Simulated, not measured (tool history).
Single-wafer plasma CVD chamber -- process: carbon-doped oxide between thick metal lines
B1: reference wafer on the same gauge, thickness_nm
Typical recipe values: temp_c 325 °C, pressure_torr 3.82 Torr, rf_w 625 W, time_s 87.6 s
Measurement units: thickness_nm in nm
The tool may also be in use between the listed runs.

Run 1, day 0.000: usual settings; B1 465.851. Result: thickness_nm 551.288 nm.
Run 2, day 1.479: usual settings; B1 464.592. Result: thickness_nm 552.772 nm.
Run 3, day 3.783: usual settings; B1 464.341. Result: thickness_nm 555.956 nm.
Run 4, day 6.183: usual settings; B1 463.405. Result: thickness_nm 553.933 nm.
Run 5, day 7.383: usual settings; B1 463.723. Result: thickness_nm 551.095 nm.
Run 6, day 8.400: usual settings; B1 463.218. Result: thickness_nm 550.477 nm.
Run 7, day 10.396: usual settings; B1 462.803. Result: thickness_nm 551.731 nm.
Run 8, day 12.062: usual settings; B1 462.942. Result: thickness_nm 552.761 nm.
Run 9, day 13.504: usual settings but time_s 74.8 s; B1 462.075. Result: thickness_nm 470.940 nm.
At day 15.375: showerhead replaced.
Run 10, day 15.396: usual settings but temp_c 336 °C, time_s 94.9 s; B1 460.970. Result: thickness_nm 572.897 nm.
Run 11, day 18.046: usual settings but pressure_torr 4.58 Torr, rf_w 560 W, time_s 72.7 s; B1 460.627. Result: thickness_nm 447.160 nm.
Run 12, day 19.517: usual settings but pressure_torr 4.58 Torr, rf_w 560 W, time_s 72.7 s; B1 459.401. Result: thickness_nm 446.146 nm.
At day 20.379: gauge calibrated.
Run 13, day 21.679: usual settings but temp_c 340 °C, pressure_torr 3.23 Torr, rf_w 685 W; B1 470.904. Result: thickness_nm 542.686 nm.
At day 22.862: RF generator calibrated.
At day 22.917: capacitance manometer re-zeroed and calibrated.
Run 14, day 24.350: usual settings but temp_c 337 °C, rf_w 740 W; B1 471.000. Result: thickness_nm 568.828 nm.
Run 15, day 28.146: usual settings but rf_w 700 W; B1 470.034. Result: thickness_nm 582.189 nm.
Run 16, day 30.567: usual settings but temp_c 314 °C; B1 469.979. Result: thickness_nm 589.965 nm.
Run 17, day 32.654: usual settings but temp_c 335 °C, rf_w 690 W; B1 470.072. Result: thickness_nm 563.698 nm.
Run 18, day 34.625: usual settings but pressure_torr 2.91 Torr, rf_w 705 W, time_s 76.5 s; B1 470.201. Result: thickness_nm 498.003 nm.
At day 36.558: thermocouple changed; heater temperature recalibrated.
Run 19, day 36.588: usual settings but temp_c 340 °C, pressure_torr 4.43 Torr; B1 469.600. Result: thickness_nm 535.754 nm.
Run 20, day 38.512: usual settings but temp_c 313 °C, pressure_torr 4.16 Torr, rf_w 550 W, time_s 83.2 s; B1 468.860. Result: thickness_nm 540.770 nm.
Run 21, day 40.121: usual settings but temp_c 320 °C, time_s 97.0 s; B1 468.481. Result: thickness_nm 629.479 nm.
Run 22, day 41.729: usual settings; B1 467.731. Result: thickness_nm 560.167 nm.
Run 23, day 44.504: usual settings but temp_c 340 °C, pressure_torr 4.43 Torr; B1 468.740. Result: thickness_nm 537.299 nm.
Run 24, day 46.175: usual settings; B1 467.589. Result: thickness_nm 557.157 nm.
Run 25, day 48.367: usual settings; B1 467.445. Result: thickness_nm 554.832 nm.
Run 26, day 50.983: usual settings but temp_c 331 °C, pressure_torr 4.09 Torr, rf_w 525 W, time_s 99.5 s; B1 467.127. Result: thickness_nm 588.311 nm.
Run 27, day 53.250: usual settings but temp_c 320 °C, pressure_torr 4.13 Torr, rf_w 715 W, time_s 75.3 s; B1 466.072. Result: thickness_nm 516.616 nm.
Run 28, day 54.308: usual settings but rf_w 550 W, time_s 94.9 s; B1 465.860. Result: thickness_nm 575.336 nm.

For some of the steps in thickness_nm from one run to the next: how much would appear even if the tool had no hidden state, given the settings, what came in and random variation, and how much remains for the hidden state plus any gauge scatter that the measured result and the result without hidden state don't share?
The tool's hidden condition here consists of: wafer temperature above the value expected at the setpoint (K); delivered RF power above the setpoint (%); true pressure above the setpoint (%); gauge reads high (%).
Run 9 -> 10: temp_c 325 -> 336, time_s 74.8 -> 94.9, showerhead replaced. thickness_nm +101.957 nm: hidden state -2.611, all else +104.568.
Run 10 -> 11: temp_c 336 -> 325, pressure_torr 3.82 -> 4.58, rf_w 625 -> 560, time_s 94.9 -> 72.7. thickness_nm -125.737 nm: hidden state +1.493, all else -127.230.
Run 12 -> 13: temp_c 325 -> 340, pressure_torr 4.58 -> 3.23, rf_w 560 -> 685, time_s 72.7 -> 87.6, gauge calibrated. thickness_nm +96.540 nm: hidden state +10.615, all else +85.925.
